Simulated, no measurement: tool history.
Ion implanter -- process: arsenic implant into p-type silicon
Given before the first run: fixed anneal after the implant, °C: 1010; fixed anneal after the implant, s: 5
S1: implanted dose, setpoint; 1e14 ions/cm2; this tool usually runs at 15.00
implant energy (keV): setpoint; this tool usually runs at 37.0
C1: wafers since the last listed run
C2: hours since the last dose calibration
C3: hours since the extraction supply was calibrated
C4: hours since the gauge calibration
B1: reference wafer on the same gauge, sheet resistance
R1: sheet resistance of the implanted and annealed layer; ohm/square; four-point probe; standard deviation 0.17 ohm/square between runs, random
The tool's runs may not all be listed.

{"run": 1, "hour": 0.0, "S1": 15.0, "implant energy (keV)": 31.0, "C1": 0, "C2": 515.2, "C3": 5890.2, "C4": 186.8, "B1": 108.1, "R1": 104.18}
{"run": 2, "hour": 13.0, "S1": 15.0, "implant energy (keV)": 31.0, "C1": 228, "C2": 528.2, "C3": 5903.2, "C4": 199.8, "B1": 108.08, "R1": 104.38}
{"run": 3, "hour": 22.8, "S1": 15.0, "implant energy (keV)": 37.0, "C1": 172, "C2": 538.0, "C3": 5913.0, "C4": 209.6, "B1": 108.06, "R1": 96.98}
{"run": 4, "hour": 39.7, "S1": 15.0, "implant energy (keV)": 37.0, "C1": 296, "C2": 554.9, "C3": 5929.9, "C4": 226.5, "B1": 108.12, "R1": 96.99}
{"run": 5, "hour": 47.7, "S1": 17.75, "implant energy (keV)": 44.0, "C1": 140, "C2": 562.9, "C3": 5937.9, "C4": 234.5, "B1": 108.13, "R1": 85.62}
{"run": 6, "hour": 63.4, "S1": 17.75, "implant energy (keV)": 44.0, "C1": 275, "C2": 578.6, "C3": 5953.6, "C4": 250.2, "B1": 108.05, "R1": 85.44}
{"run": 7, "hour": 70.3, "S1": 16.37, "implant energy (keV)": 30.5, "C1": 121, "C2": 585.5, "C3": 5960.5, "C4": 257.1, "B1": 108.09, "R1": 102.62}
{"run": 8, "hour": 86.4, "S1": 15.0, "implant energy (keV)": 37.0, "C1": 282, "C2": 601.6, "C3": 5976.6, "C4": 273.2, "B1": 108.09, "R1": 96.88}
{"run": 9, "hour": 94.6, "S1": 15.0, "implant energy (keV)": 37.0, "C1": 144, "C2": 609.8, "C3": 5984.8, "C4": 281.4, "B1": 108.05, "R1": 96.74}
{"run": 10, "hour": 104.3, "S1": 15.0, "implant energy (keV)": 37.0, "C1": 170, "C2": 619.5, "C3": 5994.5, "C4": 291.1, "B1": 108.07, "R1": 96.62}
{"run": 11, "hour": 120.2, "S1": 15.0, "implant energy (keV)": 37.0, "C1": 279, "C2": 635.4, "C3": 6010.4, "C4": 307.0, "B1": 108.06, "R1": 96.73}
{"run": 12, "hour": 126.2, "S1": 15.0, "implant energy (keV)": 37.0, "C1": 105, "C2": 641.4, "C3": 6016.4, "C4": 313.0, "B1": 108.05, "R1": 96.74}
{"run": 13, "hour": 133.3, "S1": 15.0, "implant energy (keV)": 37.0, "C1": 124, "C2": 648.5, "C3": 6023.5, "C4": 320.1, "B1": 108.09, "R1": 97.03}
{"run": 14, "hour": 142.5, "S1": 15.0, "implant energy (keV)": 37.0, "C1": 161, "C2": 657.7, "C3": 6032.7, "C4": 329.3, "B1": 108.15, "R1": 96.79}
{"run": 15, "hour": 158.9, "S1": 15.0, "implant energy (keV)": 37.0, "C1": 288, "C2": 674.1, "C3": 6049.1, "C4": 345.7, "B1": 108.07, "R1": 97.06}
{"run": 16, "hour": 169.2, "S1": 18.33, "implant energy (keV)": 37.0, "C1": 180, "C2": 684.4, "C3": 6059.4, "C4": 356.0, "B1": 108.13, "R1": 91.09}
{"run": 17, "hour": 179.1, "S1": 13.71, "implant energy (keV)": 42.0, "C1": 173, "C2": 694.3, "C3": 6069.3, "C4": 365.9, "B1": 108.08, "R1": 95.73}
{"hour": 194.0, "done": "gauge calibrated"}
{"hour": 201.2, "done": "extraction supply calibrated"}
{"run": 18, "hour": 201.7, "S1": 17.26, "implant energy (keV)": 48.0, "C1": 256, "C2": 716.9, "C3": 0.5, "C4": 7.7, "B1": 108.09, "R1": 83.35}
{"run": 19, "hour": 210.0, "S1": 15.0, "implant energy (keV)": 37.0, "C1": 145, "C2": 725.2, "C3": 8.8, "C4": 16.0, "B1": 108.06, "R1": 96.31}
{"hour": 224.6, "done": "Faraday cup replaced and dose calibrated"}
{"run": 20, "hour": 225.1, "S1": 15.0, "implant energy (keV)": 47.0, "C1": 124, "C2": 0.5, "C3": 23.9, "C4": 31.1, "B1": 108.12, "R1": 90.38}
{"run": 21, "hour": 240.8, "S1": 15.0, "implant energy (keV)": 37.0, "C1": 275, "C2": 16.2, "C3": 39.6, "C4": 46.8, "B1": 108.09, "R1": 98.21}
{"run": 22, "hour": 255.1, "S1": 15.0, "implant energy (keV)": 37.0, "C1": 251, "C2": 30.5, "C3": 53.9, "C4": 61.1, "B1": 108.08, "R1": 97.97}
{"run": 23, "hour": 262.1, "S1": 10.75, "implant energy (keV)": 32.5, "C1": 123, "C2": 37.5, "C3": 60.9, "C4": 68.1, "B1": 108.14, "R1": 118.69}
{"run": 24, "hour": 279.2, "S1": 16.97, "implant energy (keV)": 33.0, "C1": 300, "C2": 54.6, "C3": 78.0, "C4": 85.2, "B1": 108.06, "R1": 98.54}
{"run": 25, "hour": 286.7, "S1": 13.27, "implant energy (keV)": 47.5, "C1": 131, "C2": 62.1, "C3": 85.5, "C4": 92.7, "B1": 108.07, "R1": 94.78}
{"run": 26, "hour": 293.3, "S1": 15.0, "implant energy (keV)": 37.0, "C1": 115, "C2": 68.7, "C3": 92.1, "C4": 99.3, "B1": 108.13, "R1": 97.52}
{"run": 27, "hour": 327.0, "S1": 18.19, "implant energy (keV)": 31.0, "C1": 592, "C2": 102.4, "C3": 125.8, "C4": 133.0, "B1": 108.16, "R1": 99.64}
{"run": 28, "hour": 333.6, "S1": 12.84, "implant energy (keV)": 40.5, "C1": 115, "C2": 109.0, "C3": 132.4, "C4": 139.6, "B1": 108.12, "R1": 100.59}
{"run": 29, "hour": 348.5, "S1": 15.0, "implant energy (keV)": 37.0, "C1": 261, "C2": 123.9, "C3": 147.3, "C4": 154.5, "B1": 108.09, "R1": 97.17}
{"run": 30, "hour": 379.3, "S1": 16.58, "implant energy (keV)": 37.0, "C1": 541, "C2": 154.7, "C3": 178.1, "C4": 185.3, "B1": 108.04, "R1": 93.78}

Results for each run, recomputed without the tool's hidden state and with each run's random variation untouched:
The hidden state here: deviation of the true dose from the Faraday cup's reading, %; deviation of the true energy from its setpoint, %; gauge reads high (%).
run=1 R1=105.49
run=2 R1=105.70
run=3 R1=98.40
run=4 R1=98.43
run=5 R1=86.80
run=6 R1=86.63
run=7 R1=103.76
run=8 R1=98.35
run=9 R1=98.22
run=10 R1=98.10
run=11 R1=98.22
run=12 R1=98.23
run=13 R1=98.53
run=14 R1=98.29
run=15 R1=98.57
run=16 R1=92.15
run=17 R1=97.59
run=18 R1=84.70
run=19 R1=97.83
run=20 R1=90.50
run=21 R1=98.44
run=22 R1=98.28
run=23 R1=119.32
run=24 R1=98.89
run=25 R1=95.45
run=26 R1=98.06
run=27 R1=100.09
run=28 R1=101.60
run=29 R1=97.97
run=30 R1=94.55
